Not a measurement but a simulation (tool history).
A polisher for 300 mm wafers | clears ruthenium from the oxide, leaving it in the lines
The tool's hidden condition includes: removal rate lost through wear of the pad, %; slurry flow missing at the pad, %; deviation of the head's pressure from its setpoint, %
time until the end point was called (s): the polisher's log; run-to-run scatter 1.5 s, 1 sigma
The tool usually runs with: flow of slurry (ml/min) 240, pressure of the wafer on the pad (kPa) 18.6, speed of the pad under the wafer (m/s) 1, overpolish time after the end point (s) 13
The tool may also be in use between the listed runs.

| run | day | flow of slurry (ml/min) | pressure of the wafer on the pad (kPa) | speed of the pad under the wafer (m/s) | overpolish time after the end point (s) | wafers since the last listed run | wafers polished on this pad | hours since the slurry nozzle was cleaned | hours since the head pressure was calibrated | incoming thickness of the incoming film, nm | time until the end point was called (s) |
|---|---|---|---|---|---|---|---|---|---|---|---|
| 1 | 0 | 240 | 18.6 | 1 | 13 | 0 | 108 | 469.4 | 62.6 | 135.7 | 80.1 |
| 2 | 1.4 | 240 | 18.6 | 1 | 13 | 278 | 386 | 503 | 96.2 | 136.1 | 80 |
| 3 | 2.446 | 240 | 18.6 | 1 | 13 | 207 | 594 | 528.1 | 121.3 | 134.1 | 77.2 |
| 4 | 5.883 | 240 | 18.6 | 1 | 13 | 682 | 1277 | 610.6 | 203.8 | 134.9 | 77.5 |
|  | 6.512 | slurry nozzle cleaned |
| 5 | 6.662 | 240 | 18.6 | 1 | 13 | 146 | 1423 | 3.6 | 222.5 | 135.2 | 78.6 |
| 6 | 7.404 | 240 | 18.6 | 1 | 13 | 147 | 1570 | 21.4 | 240.3 | 134.3 | 78.1 |
| 7 | 8.583 | 240 | 14.5 | 1 | 13 | 234 | 1805 | 49.7 | 268.6 | 134 | 92.2 |
| 8 | 9.996 | 240 | 14.5 | 1 | 13 | 280 | 2085 | 83.6 | 302.5 | 134.4 | 100.2 |
| 9 | 11.012 | 240 | 14.5 | 1 | 13 | 201 | 2287 | 108 | 326.9 | 137.6 | 97.9 |
|  | 11.242 | worn pad replaced by a new one |
| 10 | 11.779 | 240 | 18.6 | 1 | 13 | 119 | 107 | 126.4 | 345.3 | 133 | 74.6 |
| 11 | 12.4 | 240 | 18.6 | 1 | 13 | 123 | 230 | 141.3 | 360.2 | 134.6 | 78 |
| 12 | 13.183 | 240 | 18.6 | 1 | 13 | 155 | 385 | 160.1 | 379 | 134.6 | 73.7 |
| 13 | 14.092 | 240 | 17.2 | 1 | 13 | 180 | 566 | 181.9 | 400.8 | 133.4 | 78.5 |
| 14 | 14.946 | 240 | 18.6 | 1 | 13 | 169 | 736 | 202.4 | 421.3 | 135.4 | 72.9 |
| 15 | 16.429 | 240 | 21.4 | 1 | 13 | 294 | 1030 | 238 | 456.9 | 135.8 | 65.2 |
| 16 | 17.433 | 240 | 18.6 | 1 | 17 | 199 | 1230 | 262.1 | 481 | 136.5 | 74.6 |
| 17 | 18.65 | 240 | 18.6 | 1 | 13 | 241 | 1471 | 291.3 | 510.2 | 134.8 | 73.4 |
| 18 | 19.592 | 290 | 14.5 | 1 | 13 | 187 | 1658 | 313.9 | 532.8 | 136.1 | 91.9 |
| 19 | 20.55 | 185 | 18.6 | 1.14 | 13 | 190 | 1849 | 336.9 | 555.8 | 134.3 | 65.1 |
| 20 | 21.775 | 295 | 12.4 | 1 | 13 | 243 | 2092 | 366.3 | 585.2 | 135.1 | 109 |
|  | 21.954 | worn pad replaced by a new one |
| 21 | 22.3 | 240 | 13.8 | 1 | 13 | 71 | 68 | 378.9 | 597.8 | 136.4 | 101.7 |
| 22 | 23.104 | 240 | 18.6 | 1 | 13 | 159 | 228 | 398.2 | 617.1 | 133.1 | 73 |
| 23 | 24.142 | 275 | 18.6 | 1 | 13 | 206 | 434 | 423.1 | 642 | 135.1 | 73.6 |
| 24 | 27.117 | 205 | 17.2 | 1.1 | 10 | 590 | 1025 | 494.5 | 713.4 | 136.2 | 75.4 |
| 25 | 28.575 | 240 | 18.6 | 1 | 13 | 289 | 1314 | 529.5 | 748.4 | 135.8 | 71.9 |
| 26 | 29.371 | 240 | 15.2 | 1.2 | 13 | 158 | 1472 | 548.6 | 767.5 | 134.6 | 75 |
| 27 | 30.717 | 270 | 23.4 | 0.66 | 19 | 267 | 1740 | 580.9 | 799.8 | 134.5 | 83.9 |
|  | 32.071 | slurry nozzle cleaned |
| 28 | 32.129 | 155 | 14.5 | 1 | 17 | 272 | 2012 | 1.4 | 833.7 | 135.9 | 99.7 |
|  | 32.358 | worn pad replaced by a new one |
| 29 | 32.883 | 270 | 13.1 | 0.66 | 17 | 116 | 104 | 19.5 | 851.8 | 137.9 | 156.3 |
| 30 | 34.1 | 210 | 18.6 | 1 | 13 | 241 | 345 | 48.7 | 881 | 135.6 | 74.5 |
|  | 35.017 | head pressure recalibrated |
| 31 | 35.054 | 325 | 20.7 | 1 | 13 | 172 | 518 | 71.6 | 0.9 | 133 | 71 |
| 32 | 36.467 | 215 | 24.1 | 0.86 | 13 | 280 | 799 | 105.5 | 34.8 | 134.6 | 72.9 |
| 33 | 37.625 | 290 | 15.9 | 1.14 | 7 | 230 | 1029 | 133.3 | 62.6 | 134.1 | 80.8 |
| 34 | 39 | 240 | 18.6 | 1.18 | 13 | 273 | 1302 | 166.3 | 95.6 | 134.4 | 65.6 |
| 35 | 39.65 | 240 | 18.6 | 1 | 13 | 129 | 1431 | 181.9 | 111.2 | 134.3 | 76.2 |
|  | 42.738 | worn pad replaced by a new one |
| 36 | 44.067 | 240 | 18.6 | 1 | 6 | 844 | 263 | 287.9 | 217.2 | 136 | 76.9 |
| 37 | 45.392 | 295 | 13.8 | 0.76 | 13 | 263 | 527 | 319.7 | 249 | 135.2 | 130.9 |
| 38 | 46.675 | 210 | 18.6 | 1.22 | 11 | 254 | 781 | 350.5 | 279.8 | 133.2 | 61.7 |

Consider 3 possible next runs. They are alternatives, not a sequence: every one starts from the tool as it was left by run 38. What does each give?
| A | 46.696 | 240 | 13.1 | 1 | 13 | 4 | 786 | 351 | 280.3 | 133.1 | ? |
| B | 46.696 | 285 | 20 | 1 | 17 | 4 | 786 | 351 | 280.3 | 133.1 | ? |
| C | 46.696 | 165 | 13.1 | 1 | 18 | 4 | 786 | 351 | 280.3 | 133.1 | ? |

| run | time until the end point was called (s) |
|---|---|
| A | 110.4 |
| B | 71.5 |
| C | 113.2 |
The same runs, with their run-to-run variation unchanged, on a tool lacking any hidden condition would have given:
| run | time until the end point was called (s) |
|---|---|
| A | 117.3 |
| B | 76 |
| C | 120.3 |
